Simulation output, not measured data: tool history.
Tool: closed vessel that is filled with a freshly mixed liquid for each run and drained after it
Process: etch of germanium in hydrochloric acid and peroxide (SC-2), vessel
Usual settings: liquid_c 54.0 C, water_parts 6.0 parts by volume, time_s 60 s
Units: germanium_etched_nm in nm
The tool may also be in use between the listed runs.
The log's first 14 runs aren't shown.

| run | day | liquid_c | water_parts | time_s | wafers since the last listed run | hours since the thermometer was replaced | hours since the chemicals flow meter was replaced | hours since the drum of peroxide was connected | hours since the gauge calibration | read-back film thickness of the germanium reference wafer, read on the same gauge (nm) | germanium_etched_nm |
|---|---|---|---|---|---|---|---|---|---|---|---|
| 15 | 45.171 | 48.0 | 8.5 | 60 | 5385 | 197.8 | 1420.9 | 395.0 | 889.4 | 120.00 | 96.00 |
|  | 46.704 | chemicals flow meter replaced |
| 16 | 46.967 | 57.0 | 5.0 | 70 | 4626 | 240.9 | 6.3 | 438.1 | 932.5 | 120.00 | 153.48 |
| 17 | 49.442 | 58.0 | 4.0 | 30 | 6528 | 300.3 | 65.7 | 497.5 | 991.9 | 119.97 | 68.27 |
| 18 | 58.617 | 54.0 | 6.0 | 60 | 24200 | 520.5 | 285.9 | 717.7 | 1212.1 | 120.02 | 118.74 |
| 19 | 62.762 | 59.5 | 6.0 | 40 | 10935 | 620.0 | 385.4 | 817.2 | 1311.6 | 119.99 | 93.88 |
| 20 | 66.196 | 62.5 | 6.0 | 50 | 9055 | 702.4 | 467.8 | 899.6 | 1394.0 | 120.02 | 127.35 |
| 21 | 70.354 | 59.0 | 8.0 | 30 | 10968 | 802.2 | 567.6 | 999.4 | 1493.8 | 119.97 | 67.86 |
| 22 | 71.879 | 54.0 | 6.0 | 60 | 4022 | 838.8 | 604.2 | 1036.0 | 1530.4 | 120.01 | 119.10 |
| 23 | 75.962 | 45.5 | 5.0 | 75 | 10770 | 936.8 | 702.2 | 1134.0 | 1628.4 | 120.03 | 113.72 |
|  | 77.483 | new drum of peroxide connected |
| 24 | 80.088 | 54.0 | 6.0 | 60 | 10770 | 1035.8 | 801.2 | 62.5 | 1727.4 | 120.04 | 119.43 |
|  | 80.096 | gauge calibrated |
| 25 | 82.450 | 54.0 | 8.5 | 50 | 6231 | 1092.5 | 857.9 | 119.2 | 56.5 | 120.00 | 97.48 |
| 26 | 85.467 | 54.0 | 5.0 | 60 | 7956 | 1164.9 | 930.3 | 191.6 | 128.9 | 120.00 | 120.56 |
| 27 | 89.850 | 54.0 | 4.0 | 60 | 11561 | 1270.1 | 1035.5 | 296.8 | 234.1 | 120.00 | 120.86 |
| 28 | 94.342 | 44.5 | 6.0 | 60 | 11847 | 1377.9 | 1143.3 | 404.6 | 341.9 | 120.01 | 88.10 |
|  | 94.833 | chemicals flow meter replaced |
| 29 | 97.888 | 56.5 | 8.0 | 60 | 9242 | 1463.0 | 73.3 | 489.7 | 427.0 | 120.04 | 126.64 |
| 30 | 102.304 | 57.0 | 8.0 | 60 | 11649 | 1569.0 | 179.3 | 595.7 | 533.0 | 120.01 | 128.65 |

4 ways to go on from here, each from the tool as it stands after run 30. What would each give?
| A | 102.333 | 54.0 | 6.0 | 70 | 76 | 1569.7 | 180.0 | 596.4 | 533.7 | ? | ? |
| B | 102.333 | 54.0 | 7.5 | 60 | 76 | 1569.7 | 180.0 | 596.4 | 533.7 | ? | ? |
| C | 102.333 | 54.0 | 6.0 | 90 | 76 | 1569.7 | 180.0 | 596.4 | 533.7 | ? | ? |
| D | 102.333 | 49.0 | 7.5 | 60 | 76 | 1569.7 | 180.0 | 596.4 | 533.7 | ? | ? |

| run | read-back film thickness of the germanium reference wafer, read on the same gauge (nm) | germanium_etched_nm |
|---|---|---|
| A | 119.98 | 139.58 |
| B | 119.98 | 118.07 |
| C | 119.98 | 179.46 |
| D | 119.98 | 100.93 |
Without the tool's hidden state the same runs would have given:
| run | germanium_etched_nm |
|---|---|
| A | 138.78 |
| B | 117.53 |
| C | 178.43 |
| D | 100.40 |
